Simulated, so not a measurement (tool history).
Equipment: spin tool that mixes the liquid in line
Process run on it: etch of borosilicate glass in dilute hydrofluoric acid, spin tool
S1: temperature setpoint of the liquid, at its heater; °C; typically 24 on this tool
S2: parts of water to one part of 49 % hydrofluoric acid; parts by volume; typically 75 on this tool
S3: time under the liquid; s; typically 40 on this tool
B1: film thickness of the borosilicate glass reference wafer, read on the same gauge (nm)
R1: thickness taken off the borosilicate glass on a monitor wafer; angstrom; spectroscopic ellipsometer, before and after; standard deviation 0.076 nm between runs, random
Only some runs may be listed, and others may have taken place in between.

Run 1, hour 0: usual settings; B1 140. Result: R1 206.7 angstrom.
Run 2, hour 10.3: usual settings; B1 140.02. Result: R1 204.6 angstrom.
Run 3, hour 16.8: usual settings; B1 140.01. Result: R1 205.9 angstrom.
Run 4, hour 25: usual settings; B1 140.01. Result: R1 205 angstrom.
Run 5, hour 40.1: usual settings but S2 55 parts by volume, S3 30 s; B1 140. Result: R1 213.5 angstrom.
Run 6, hour 51.6: usual settings but S2 55 parts by volume, S3 30 s; B1 139.99. Result: R1 215.5 angstrom.
Run 7, hour 62.5: usual settings but S2 55 parts by volume, S3 30 s; B1 140.01. Result: R1 213.8 angstrom.
Run 8, hour 72.8: usual settings but S3 25 s; B1 140. Result: R1 128.6 angstrom.
Run 9, hour 89.4: usual settings; B1 140. Result: R1 206.3 angstrom.
Run 10, hour 135.7: usual settings; B1 140. Result: R1 206.9 angstrom.
At hour 140.4: thermometer replaced.
Run 11, hour 142.6: usual settings; B1 140. Result: R1 207.5 angstrom.
Run 12, hour 148.7: usual settings but S3 35 s; B1 140. Result: R1 180.9 angstrom.
Run 13, hour 166.3: usual settings but S2 65 parts by volume; B1 140.01. Result: R1 241.4 angstrom.
Run 14, hour 180.4: usual settings but S2 65 parts by volume; B1 139.99. Result: R1 239.9 angstrom.
Run 15, hour 190.9: usual settings; B1 140.01. Result: R1 208 angstrom.
Run 16, hour 204.2: usual settings but S1 20.5 °C; B1 139.99. Result: R1 179.1 angstrom.
Run 17, hour 212.8: usual settings; B1 140. Result: R1 207.7 angstrom.
Run 18, hour 225.2: usual settings but S2 60 parts by volume; B1 140.01. Result: R1 265.2 angstrom.
Run 19, hour 235.7: usual settings; B1 139.99. Result: R1 206.9 angstrom.

What does the tool deliver on the next run?
Run 20, hour 244.8: usual settings but S1 28 °C, S2 105 parts by volume, S3 50 s; B1 ?. Result: R1 ?.

B1: 140
R1: 210.6 angstrom
With the hidden condition absent and the run-to-run variation left alone, this run would have shown R1 180 angstrom.

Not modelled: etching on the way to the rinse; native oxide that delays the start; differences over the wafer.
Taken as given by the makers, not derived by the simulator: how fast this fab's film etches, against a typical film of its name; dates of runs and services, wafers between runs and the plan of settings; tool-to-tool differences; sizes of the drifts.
